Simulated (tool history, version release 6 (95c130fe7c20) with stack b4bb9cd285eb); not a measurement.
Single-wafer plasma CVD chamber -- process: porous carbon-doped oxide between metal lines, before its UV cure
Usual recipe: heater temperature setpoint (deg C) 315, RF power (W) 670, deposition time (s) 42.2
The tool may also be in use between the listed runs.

run	day	heater temperature setpoint (deg C)	RF power (W)	deposition time (s)	wafers since the last listed run	hours since the last thermocouple change	hours since the last RF generator calibration	hours since the showerhead was replaced	hours since the gauge calibration	read-back reference wafer on the same gauge, thickness_nm	mean film thickness on the monitor wafer (Å)
1	0	319	670	48.7	0	1203.8	1552.3	2107.6	678.6	236.094	2842.83
2	2.738	319	670	48.7	1029	1269.5	1618	2173.3	744.3	235.94	2840.74
3	3.792	319	670	48.7	396	1294.8	1643.3	2198.6	769.6	236.402	2827.09
# day 4.8: thermocouple changed; heater temperature recalibrated
4	6.046	315	770	38.2	722	29.9	1697.4	2252.7	823.7	236.525	2484.4
5	7.554	315	770	38.2	567	66.1	1733.6	2288.9	859.9	236.277	2475.09
6	8.858	315	770	38.2	490	97.4	1764.9	2320.2	891.2	236.183	2477.07
7	10.033	315	670	45.4	441	125.6	1793.1	2348.4	919.4	236.276	2710.59
8	11.175	315	670	42.2	429	153	1820.5	2375.8	946.8	236.281	2530.97
9	13.433	315	670	42.2	849	207.2	1874.7	2430	1001	236.175	2522.81
10	14.917	315	670	42.2	557	242.8	1910.3	2465.6	1036.6	236.264	2521.95
11	16.729	315	670	42.2	681	286.3	1953.8	2509.1	1080.1	236.163	2513.56
12	18.712	315	670	42.2	745	333.9	2001.4	2556.7	1127.7	236.284	2522.92
13	21.125	315	590	44.1	907	391.8	2059.3	2614.6	1185.6	236.567	2442.68
14	22.7	315	585	42.2	592	429.6	2097.1	2652.4	1223.4	236.209	2325.03
15	25.654	303	670	42.2	1111	500.5	2168	2723.3	1294.3	236.535	2692.74
# day 29.183: gauge calibrated
16	31.358	315	670	42.2	2145	637.4	2304.9	2860.2	52.2	233.944	2496.17
17	33.804	315	545	37.7	919	696.1	2363.6	2918.9	110.9	233.855	1994.43
# day 34.917: RF generator calibrated
18	36.238	315	670	42.2	789	754.5	31.7	2977.3	169.3	234.22	2499.27
# day 39.638: showerhead replaced
19	43.992	315	670	42.2	2790	940.6	217.8	104.5	355.4	235.174	2510.05
20	45.5	326	705	35.3	567	976.8	254	140.7	391.6	234.563	2055.65
21	47.417	315	540	42.2	720	1022.8	300	186.7	437.6	234.903	2221.09
# day 55.033: thermocouple changed; heater temperature recalibrated
22	56.038	315	560	42.2	3116	24.1	506.9	393.6	644.5	235.416	2269.9
23	58.783	301	625	45.6	1032	90	572.8	459.5	710.4	235.558	2813.69
24	61.225	322	600	38.7	918	148.6	631.4	518.1	769	235.568	2090.1
25	63.979	315	575	42.2	1035	214.7	697.5	584.2	835.1	235.548	2291.26
26	66.533	306	745	42.2	960	276	758.8	645.5	896.4	235.329	2803.6
27	67.7	315	670	42.2	438	304	786.8	673.5	924.4	235.32	2505.48
28	70.462	315	670	42.2	1038	370.3	853.1	739.8	990.7	235.582	2524.49
29	72.004	315	670	48.6	579	407.3	890.1	776.8	1027.7	235.44	2881.41

Exercise: give the hidden state of the tool at every run:
wafer temperature above the value expected at the setpoint (K): 0 on each run
delivered RF power above the setpoint (%): 0 on each run
H1: gauge reads high (%)
run	H1
1	0.885
2	0.916
3	0.927
4	0.948
5	0.961
6	0.971
7	0.98
8	0.988
9	1
10	1.01
11	1.02
12	1.03
13	1.04
14	1.05
15	1.06
16	-0.0787
17	0.0334
18	0.131
19	0.371
20	0.407
21	0.449
22	0.593
23	0.626
24	0.652
25	0.678
26	0.698
27	0.707
28	0.725
29	0.734
